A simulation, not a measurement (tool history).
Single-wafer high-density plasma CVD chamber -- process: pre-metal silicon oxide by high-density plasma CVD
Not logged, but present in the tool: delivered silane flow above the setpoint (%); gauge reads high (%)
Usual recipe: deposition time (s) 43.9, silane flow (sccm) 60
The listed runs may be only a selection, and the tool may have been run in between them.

run,hour,deposition time (s),silane flow (sccm),wafers since the last listed run,hours since the silane flow controller was replaced,hours since the gauge calibration,"read-back reference wafer on the same gauge, thickness_nm",mean film thickness on the monitor wafer (nm)
1,0.0,43.9,60,0,3236.1,393.5,259.350,295.305
2,101.0,43.9,60,3370,3337.1,494.5,259.076,294.465
3,196.4,43.9,60,3183,3432.5,589.9,259.022,296.662
4,268.7,43.9,60,2412,3504.8,662.2,259.173,295.989
5,317.6,43.9,60,1631,3553.7,711.1,258.934,295.780
6,381.8,43.9,60,2142,3617.9,775.3,259.015,295.032
7,454.2,43.9,60,2416,3690.3,847.7,258.779,293.691
8,506.8,48.3,60,1755,3742.9,900.3,258.948,325.946
9,592.3,48.3,60,2853,3828.4,985.8,259.291,329.091
10,671.2,46.9,60,2633,3907.3,1064.7,258.895,315.054
11,745.2,43.9,60,2469,3981.3,1138.7,258.774,298.507
12,819.9,43.9,60,2493,4056.0,1213.4,258.755,296.817
13,864.2,38.9,57,1478,4100.3,1257.7,259.231,251.313
14,930.8,43.9,60,2222,4166.9,1324.3,259.023,299.612
15,996.8,40.5,51,2202,4232.9,1390.3,258.776,233.835
16,1101.3,40.6,67,3487,4337.4,1494.8,259.119,306.986
# hour 1117.6: gauge calibrated
# hour 1270.1: silane flow controller replaced
17,1360.6,43.9,60,8386,90.5,243.0,258.590,282.262
18,1428.3,50.1,69,2259,158.2,310.7,258.952,373.735
19,1502.5,47.1,72,2476,232.4,384.9,259.124,366.788
20,1577.0,35.8,66,2486,306.9,459.4,258.981,253.649
21,1653.3,43.9,60,2546,383.2,535.7,259.410,286.068
22,1718.3,49.5,60,2169,448.2,600.7,258.732,321.741

Table of differences, measured result less the result of that run with no hidden state. Run-to-run variation is the same in both. Gauge scatter possibly is not:
run,mean film thickness on the monitor wafer (nm)
1,+14.387
2,+14.683
3,+15.111
4,+15.319
5,+15.470
6,+15.644
7,+15.811
8,+17.739
9,+18.225
10,+17.725
11,+17.040
12,+17.190
13,+14.678
14,+17.720
15,+14.001
16,+18.735
17,+2.295
18,+3.349
19,+3.622
20,+2.736
21,+3.353
22,+4.026
